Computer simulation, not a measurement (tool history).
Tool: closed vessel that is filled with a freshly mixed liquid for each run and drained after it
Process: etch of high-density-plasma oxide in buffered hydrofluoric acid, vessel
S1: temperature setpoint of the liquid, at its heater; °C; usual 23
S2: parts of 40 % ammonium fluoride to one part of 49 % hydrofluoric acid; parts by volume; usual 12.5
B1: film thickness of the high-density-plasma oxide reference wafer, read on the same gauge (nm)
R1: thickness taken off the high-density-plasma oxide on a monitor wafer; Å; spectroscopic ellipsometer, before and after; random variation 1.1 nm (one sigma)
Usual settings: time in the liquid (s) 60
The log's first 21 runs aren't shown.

{"run": 22, "hour": 302.7, "S1": 19.5, "S2": 15, "time in the liquid (s)": 60, "B1": 50.02, "R1": 751.2}
{"run": 23, "hour": 314.3, "S1": 23, "S2": 12.5, "time in the liquid (s)": 60, "B1": 50.02, "R1": 1077.6}
{"hour": 321.6, "done": "hydrofluoric acid flow meter replaced"}
{"run": 24, "hour": 324.6, "S1": 20.5, "S2": 12.5, "time in the liquid (s)": 60, "B1": 50.01, "R1": 929.7}
{"run": 25, "hour": 331.9, "S1": 19, "S2": 9.5, "time in the liquid (s)": 60, "B1": 50, "R1": 1104.4}
{"run": 26, "hour": 340.4, "S1": 23, "S2": 12.5, "time in the liquid (s)": 60, "B1": 50, "R1": 1080.6}
{"run": 27, "hour": 350.8, "S1": 20, "S2": 8, "time in the liquid (s)": 90, "B1": 50.02, "R1": 2097}
{"run": 28, "hour": 367.1, "S1": 23, "S2": 12.5, "time in the liquid (s)": 60, "B1": 50, "R1": 1064.6}
{"run": 29, "hour": 375.4, "S1": 23, "S2": 12.5, "time in the liquid (s)": 35, "B1": 49.99, "R1": 625.9}
{"run": 30, "hour": 381.9, "S1": 23, "S2": 12.5, "time in the liquid (s)": 60, "B1": 49.99, "R1": 1074.7}
{"run": 31, "hour": 398.1, "S1": 27.5, "S2": 8, "time in the liquid (s)": 70, "B1": 50, "R1": 2410.3}
{"run": 32, "hour": 415.6, "S1": 23, "S2": 12.5, "time in the liquid (s)": 60, "B1": 50, "R1": 1063.7}

Forecast each of these 3 alternatives for the next run:
{"run": "A", "hour": 416.3, "S1": 23, "S2": 9, "time in the liquid (s)": 60, "B1": "?", "R1": "?"}
{"run": "B", "hour": 416.3, "S1": 21, "S2": 14.5, "time in the liquid (s)": 30, "B1": "?", "R1": "?"}
{"run": "C", "hour": 416.3, "S1": 20, "S2": 14, "time in the liquid (s)": 90, "B1": "?", "R1": "?"}

run=A B1=50 R1=1430.8
run=B B1=50 R1=416.5
run=C B1=50 R1=1222.8
Without the tool's hidden state the same runs would have given:
run=A R1=1496.8
run=B R1=436.1
run=C R1=1280.5
